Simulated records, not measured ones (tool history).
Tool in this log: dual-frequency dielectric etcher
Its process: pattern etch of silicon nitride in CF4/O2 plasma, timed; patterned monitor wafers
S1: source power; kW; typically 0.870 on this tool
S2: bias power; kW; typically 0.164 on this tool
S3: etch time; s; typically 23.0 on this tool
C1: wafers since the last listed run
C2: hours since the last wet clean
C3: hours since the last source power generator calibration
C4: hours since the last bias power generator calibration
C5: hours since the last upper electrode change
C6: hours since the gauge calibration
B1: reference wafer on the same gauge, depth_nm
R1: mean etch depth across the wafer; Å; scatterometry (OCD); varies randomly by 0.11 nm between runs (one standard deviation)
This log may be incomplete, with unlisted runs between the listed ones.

run   hour     S1     S2    S3   C1     C2      C3      C4      C5     C6    B1   R1
  1    0.0  0.960  0.164  18.5    0  322.6  3757.0  3402.1  2151.4  118.0  82.7  693
  2   13.6  0.960  0.164  18.5  260  336.2  3770.6  3415.7  2165.0  131.6  82.7  692
  3   22.9  0.960  0.164  18.5  177  345.5  3779.9  3425.0  2174.3  140.9  82.7  692
  4   30.0  0.870  0.164  23.0  135  352.6  3787.0  3432.1  2181.4  148.0  82.7  778
  5   39.2  0.870  0.164  23.0  175  361.8  3796.2  3441.3  2190.6  157.2  82.7  778
  6   48.4  0.870  0.164  23.0  175  371.0  3805.4  3450.5  2199.8  166.4  82.7  779
  7   61.6  0.870  0.192  23.0  252  384.2  3818.6  3463.7  2213.0  179.6  82.7  819
  8   75.5  0.870  0.164  23.0  265  398.1  3832.5  3477.6  2226.9  193.5  82.7  779
  9   82.2  0.870  0.164  23.0  128  404.8  3839.2  3484.3  2233.6  200.2  82.7  779
     111.1  -- wet clean of the chamber
 10  111.6  0.870  0.164  23.0  103    0.5  3868.6  3513.7  2263.0  229.6  82.7  766
 11  112.0  0.870  0.164  23.0    7    0.9  3869.0  3514.1  2263.4  230.0  82.7  768
 12  117.0  0.870  0.164  20.5   95    5.9  3874.0  3519.1  2268.4  235.0  82.7  681
     131.5  -- source power generator calibrated
 13  132.0  0.750  0.145  23.0  210   20.9     0.5  3534.1  2283.4  250.0  82.7  628
     156.1  -- upper electrode replaced
     156.3  -- gauge calibrated
 14  156.6  0.870  0.138  23.0   11   45.5    25.1  3558.7     0.5    0.3  82.7  729
 15  156.9  0.870  0.147  23.0    5   45.8    25.4  3559.0     0.8    0.6  82.7  743

Run 16 comes next. What will it give?
 16  172.7  0.870  0.164  26.5  302  61.6  41.2  3574.8  16.6  16.4   ?   ?

Logged for run 16: B1 82.7, R1 886 Å.
With the hidden condition absent and the run-to-run variation left alone, this run would have shown R1 880 Å.
